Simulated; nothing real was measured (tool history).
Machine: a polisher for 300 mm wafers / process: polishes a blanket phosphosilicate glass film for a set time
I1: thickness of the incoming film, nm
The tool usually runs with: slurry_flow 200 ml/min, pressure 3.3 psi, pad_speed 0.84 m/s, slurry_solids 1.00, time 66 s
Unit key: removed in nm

{"run": 1, "hour": 0.0, "slurry_flow": 165, "pressure": 3.3, "pad_speed": 1.02, "slurry_solids": 1.0, "time": 66, "I1": 2204.0, "removed": 557.8}
{"run": 2, "hour": 36.6, "slurry_flow": 165, "pressure": 3.3, "pad_speed": 1.02, "slurry_solids": 1.0, "time": 66, "I1": 2189.1, "removed": 541.1}
{"hour": 38.8, "done": "head pressure recalibrated"}
{"run": 3, "hour": 68.0, "slurry_flow": 200, "pressure": 3.3, "pad_speed": 0.84, "slurry_solids": 1.0, "time": 66, "I1": 2216.8, "removed": 461.8}
{"run": 4, "hour": 104.6, "slurry_flow": 200, "pressure": 3.3, "pad_speed": 0.84, "slurry_solids": 1.0, "time": 66, "I1": 2183.7, "removed": 455.7}
{"hour": 145.2, "done": "slurry nozzle cleaned"}
{"run": 5, "hour": 145.7, "slurry_flow": 200, "pressure": 3.3, "pad_speed": 0.84, "slurry_solids": 1.0, "time": 66, "I1": 2158.8, "removed": 442.5}
{"run": 6, "hour": 170.8, "slurry_flow": 200, "pressure": 3.3, "pad_speed": 0.84, "slurry_solids": 1.0, "time": 66, "I1": 2230.4, "removed": 423.6}
{"hour": 188.3, "done": "slurry blender recalibrated"}
{"hour": 206.7, "done": "worn pad replaced by a new one"}
{"run": 7, "hour": 221.2, "slurry_flow": 200, "pressure": 3.3, "pad_speed": 0.84, "slurry_solids": 1.0, "time": 66, "I1": 2209.1, "removed": 486.2}
{"run": 8, "hour": 254.4, "slurry_flow": 200, "pressure": 3.3, "pad_speed": 0.84, "slurry_solids": 1.0, "time": 66, "I1": 2221.7, "removed": 493.8}
{"run": 9, "hour": 313.7, "slurry_flow": 200, "pressure": 3.3, "pad_speed": 0.98, "slurry_solids": 1.15, "time": 66, "I1": 2209.8, "removed": 609.6}
{"run": 10, "hour": 344.7, "slurry_flow": 200, "pressure": 3.3, "pad_speed": 0.84, "slurry_solids": 1.0, "time": 66, "I1": 2183.8, "removed": 471.5}
{"run": 11, "hour": 379.3, "slurry_flow": 165, "pressure": 3.7, "pad_speed": 0.58, "slurry_solids": 1.0, "time": 66, "I1": 2206.7, "removed": 394.8}
{"hour": 417.8, "done": "conditioning disc replaced and pad reconditioned"}
{"run": 12, "hour": 428.7, "slurry_flow": 200, "pressure": 2.1, "pad_speed": 0.98, "slurry_solids": 1.0, "time": 66, "I1": 2183.9, "removed": 334.9}
{"run": 13, "hour": 482.2, "slurry_flow": 250, "pressure": 3.7, "pad_speed": 0.94, "slurry_solids": 1.0, "time": 79, "I1": 2195.5, "removed": 653.8}
{"hour": 509.5, "done": "worn pad replaced by a new one"}
{"hour": 517.6, "done": "head pressure recalibrated"}
{"run": 14, "hour": 534.0, "slurry_flow": 200, "pressure": 4.1, "pad_speed": 0.84, "slurry_solids": 1.0, "time": 66, "I1": 2213.1, "removed": 532.2}
{"hour": 542.4, "done": "slurry blender recalibrated"}
{"run": 15, "hour": 600.4, "slurry_flow": 200, "pressure": 3.3, "pad_speed": 0.84, "slurry_solids": 1.0, "time": 66, "I1": 2176.2, "removed": 485.8}
{"run": 16, "hour": 644.3, "slurry_flow": 200, "pressure": 3.3, "pad_speed": 0.84, "slurry_solids": 1.0, "time": 66, "I1": 2231.5, "removed": 479.7}
{"run": 17, "hour": 689.4, "slurry_flow": 230, "pressure": 3.3, "pad_speed": 0.98, "slurry_solids": 0.9, "time": 80, "I1": 2171.3, "removed": 597.5}
{"run": 18, "hour": 749.0, "slurry_flow": 200, "pressure": 4.1, "pad_speed": 0.84, "slurry_solids": 1.0, "time": 66, "I1": 2153.1, "removed": 570.1}
{"run": 19, "hour": 809.8, "slurry_flow": 200, "pressure": 2.6, "pad_speed": 0.6, "slurry_solids": 0.75, "time": 66, "I1": 2189.9, "removed": 203.3}
{"hour": 869.3, "done": "worn pad replaced by a new one"}
{"hour": 872.5, "done": "slurry blender recalibrated"}
{"run": 20, "hour": 872.8, "slurry_flow": 200, "pressure": 3.3, "pad_speed": 0.84, "slurry_solids": 1.0, "time": 66, "I1": 2176.6, "removed": 495.6}
{"hour": 873.8, "done": "slurry nozzle cleaned"}
{"hour": 920.7, "done": "conditioning disc replaced and pad reconditioned"}
{"run": 21, "hour": 924.8, "slurry_flow": 200, "pressure": 3.3, "pad_speed": 0.84, "slurry_solids": 1.0, "time": 66, "I1": 2207.9, "removed": 486.8}
{"run": 22, "hour": 983.0, "slurry_flow": 145, "pressure": 2.3, "pad_speed": 0.84, "slurry_solids": 1.0, "time": 66, "I1": 2184.9, "removed": 331.2}
{"hour": 1014.6, "done": "head pressure recalibrated"}
{"run": 23, "hour": 1048.8, "slurry_flow": 200, "pressure": 3.3, "pad_speed": 0.84, "slurry_solids": 1.0, "time": 59, "I1": 2157.9, "removed": 421.5}
{"run": 24, "hour": 1083.2, "slurry_flow": 200, "pressure": 3.3, "pad_speed": 1.08, "slurry_solids": 1.0, "time": 66, "I1": 2207.1, "removed": 570.1}
{"run": 25, "hour": 1164.7, "slurry_flow": 200, "pressure": 2.5, "pad_speed": 0.84, "slurry_solids": 0.9, "time": 74, "I1": 2195.1, "removed": 344.9}

Some steps in removed between neighbouring runs. How much of each would the tool show without its hidden state too (settings, what came in, random variation), and how much is left for the hidden state, with any gauge scatter that isn't in both results?
The tool's hidden condition here consists of: removal rate lost through wear of the pad, %; slurry flow missing at the pad, %; deviation of the head's pressure from its setpoint, %; abrasive missing from the slurry, %; time polished since the conditioner stopped cutting, s.
Run 6 -> 7: slurry blender recalibrated, worn pad replaced by a new one. removed +62.6 nm: hidden state +63.6, all else -1.0.
Run 12 -> 13: slurry_flow 200 -> 250, pressure 2.1 -> 3.7, pad_speed 0.98 -> 0.94, time 66 -> 79. removed +318.9 nm: hidden state -52.4, all else +371.3.
Run 14 -> 15: pressure 4.1 -> 3.3, slurry blender recalibrated. removed -46.4 nm: hidden state +80.8, all else -127.2.
Run 18 -> 19: pressure 4.1 -> 2.6, pad_speed 0.84 -> 0.60, slurry_solids 1.00 -> 0.75. removed -366.8 nm: hidden state +14.4, all else -381.2.
